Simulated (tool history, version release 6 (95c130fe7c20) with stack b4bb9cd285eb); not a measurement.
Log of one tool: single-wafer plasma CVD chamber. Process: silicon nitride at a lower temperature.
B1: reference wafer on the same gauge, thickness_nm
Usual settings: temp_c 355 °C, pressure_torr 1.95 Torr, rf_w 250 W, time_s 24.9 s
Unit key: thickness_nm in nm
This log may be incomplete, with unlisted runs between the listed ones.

{"run": 1, "hour": 0.0, "temp_c": 355, "pressure_torr": 1.95, "rf_w": 250, "time_s": 24.9, "B1": 32.215, "thickness_nm": 28.258}
{"hour": 20.3, "done": "gauge calibrated"}
{"run": 2, "hour": 31.4, "temp_c": 355, "pressure_torr": 1.83, "rf_w": 250, "time_s": 27, "B1": 32.206, "thickness_nm": 30.145}
{"hour": 85.7, "done": "showerhead replaced"}
{"run": 3, "hour": 91.2, "temp_c": 365, "pressure_torr": 1.95, "rf_w": 250, "time_s": 24.9, "B1": 32.204, "thickness_nm": 28.245}
{"hour": 127.0, "done": "RF generator calibrated"}
{"run": 4, "hour": 129.3, "temp_c": 365, "pressure_torr": 1.95, "rf_w": 250, "time_s": 24.9, "B1": 32.22, "thickness_nm": 28.603}
{"run": 5, "hour": 179.9, "temp_c": 355, "pressure_torr": 1.95, "rf_w": 250, "time_s": 24.9, "B1": 32.187, "thickness_nm": 28.519}
{"hour": 216.0, "done": "capacitance manometer re-zeroed and calibrated"}
{"run": 6, "hour": 241.5, "temp_c": 355, "pressure_torr": 1.95, "rf_w": 250, "time_s": 24.9, "B1": 32.207, "thickness_nm": 28.641}
{"run": 7, "hour": 277.1, "temp_c": 355, "pressure_torr": 1.95, "rf_w": 260, "time_s": 26.5, "B1": 32.194, "thickness_nm": 31.045}
{"run": 8, "hour": 331.0, "temp_c": 355, "pressure_torr": 1.95, "rf_w": 250, "time_s": 24.9, "B1": 32.229, "thickness_nm": 28.491}
{"run": 9, "hour": 377.5, "temp_c": 355, "pressure_torr": 1.95, "rf_w": 250, "time_s": 24.9, "B1": 32.209, "thickness_nm": 28.411}
{"run": 10, "hour": 403.2, "temp_c": 355, "pressure_torr": 1.95, "rf_w": 250, "time_s": 24.9, "B1": 32.193, "thickness_nm": 28.554}
{"run": 11, "hour": 448.8, "temp_c": 355, "pressure_torr": 1.77, "rf_w": 300, "time_s": 22.9, "B1": 32.192, "thickness_nm": 28.108}
{"run": 12, "hour": 503.4, "temp_c": 366, "pressure_torr": 2.18, "rf_w": 290, "time_s": 20.4, "B1": 32.223, "thickness_nm": 25.778}
{"run": 13, "hour": 528.8, "temp_c": 355, "pressure_torr": 1.95, "rf_w": 250, "time_s": 24.9, "B1": 32.201, "thickness_nm": 28.263}
{"run": 14, "hour": 573.9, "temp_c": 342, "pressure_torr": 2.19, "rf_w": 290, "time_s": 27.5, "B1": 32.2, "thickness_nm": 34.993}
{"run": 15, "hour": 606.4, "temp_c": 355, "pressure_torr": 1.95, "rf_w": 260, "time_s": 26.5, "B1": 32.2, "thickness_nm": 30.812}
{"run": 16, "hour": 675.4, "temp_c": 355, "pressure_torr": 2.36, "rf_w": 210, "time_s": 20.7, "B1": 32.18, "thickness_nm": 22.505}
{"run": 17, "hour": 745.3, "temp_c": 369, "pressure_torr": 1.67, "rf_w": 205, "time_s": 29.6, "B1": 32.175, "thickness_nm": 28.845}
{"run": 18, "hour": 774.6, "temp_c": 355, "pressure_torr": 1.95, "rf_w": 250, "time_s": 20.9, "B1": 32.182, "thickness_nm": 23.847}
{"run": 19, "hour": 805.3, "temp_c": 348, "pressure_torr": 1.47, "rf_w": 230, "time_s": 22.7, "B1": 32.209, "thickness_nm": 22.925}
{"run": 20, "hour": 853.3, "temp_c": 355, "pressure_torr": 1.95, "rf_w": 250, "time_s": 24.9, "B1": 32.21, "thickness_nm": 28.32}
{"run": 21, "hour": 921.0, "temp_c": 355, "pressure_torr": 1.95, "rf_w": 275, "time_s": 24.9, "B1": 32.188, "thickness_nm": 29.781}
{"run": 22, "hour": 955.8, "temp_c": 364, "pressure_torr": 2.13, "rf_w": 295, "time_s": 28.9, "B1": 32.182, "thickness_nm": 36.58}
{"hour": 971.5, "done": "RF generator calibrated"}
{"run": 23, "hour": 987.7, "temp_c": 355, "pressure_torr": 1.95, "rf_w": 220, "time_s": 24.9, "B1": 32.225, "thickness_nm": 26.74}
{"run": 24, "hour": 1050.6, "temp_c": 355, "pressure_torr": 1.77, "rf_w": 300, "time_s": 29.8, "B1": 32.187, "thickness_nm": 36.717}
{"run": 25, "hour": 1105.9, "temp_c": 355, "pressure_torr": 1.95, "rf_w": 250, "time_s": 27.2, "B1": 32.183, "thickness_nm": 31.099}
{"run": 26, "hour": 1144.0, "temp_c": 366, "pressure_torr": 2.35, "rf_w": 250, "time_s": 20.2, "B1": 32.208, "thickness_nm": 24.167}
{"run": 27, "hour": 1185.4, "temp_c": 355, "pressure_torr": 1.95, "rf_w": 250, "time_s": 24.9, "B1": 32.2, "thickness_nm": 28.539}

The tool's hidden state at each run:
wafer temperature above the value expected at the setpoint (K): 0 in every run
true pressure above the setpoint (%): 0 in every run
gauge reads high (%): 0 in every run
H1: delivered RF power above the setpoint (%)
run=1 H1=-2.39
run=2 H1=-2.4
run=3 H1=-2.43
run=4 H1=-0.279
run=5 H1=-0.683
run=6 H1=-1.09
run=7 H1=-1.28
run=8 H1=-1.53
run=9 H1=-1.71
run=10 H1=-1.8
run=11 H1=-1.93
run=12 H1=-2.07
run=13 H1=-2.13
run=14 H1=-2.21
run=15 H1=-2.26
run=16 H1=-2.36
run=17 H1=-2.43
run=18 H1=-2.46
run=19 H1=-2.48
run=20 H1=-2.52
run=21 H1=-2.56
run=22 H1=-2.57
run=23 H1=-0.42
run=24 H1=-0.888
run=25 H1=-1.22
run=26 H1=-1.41
run=27 H1=-1.59
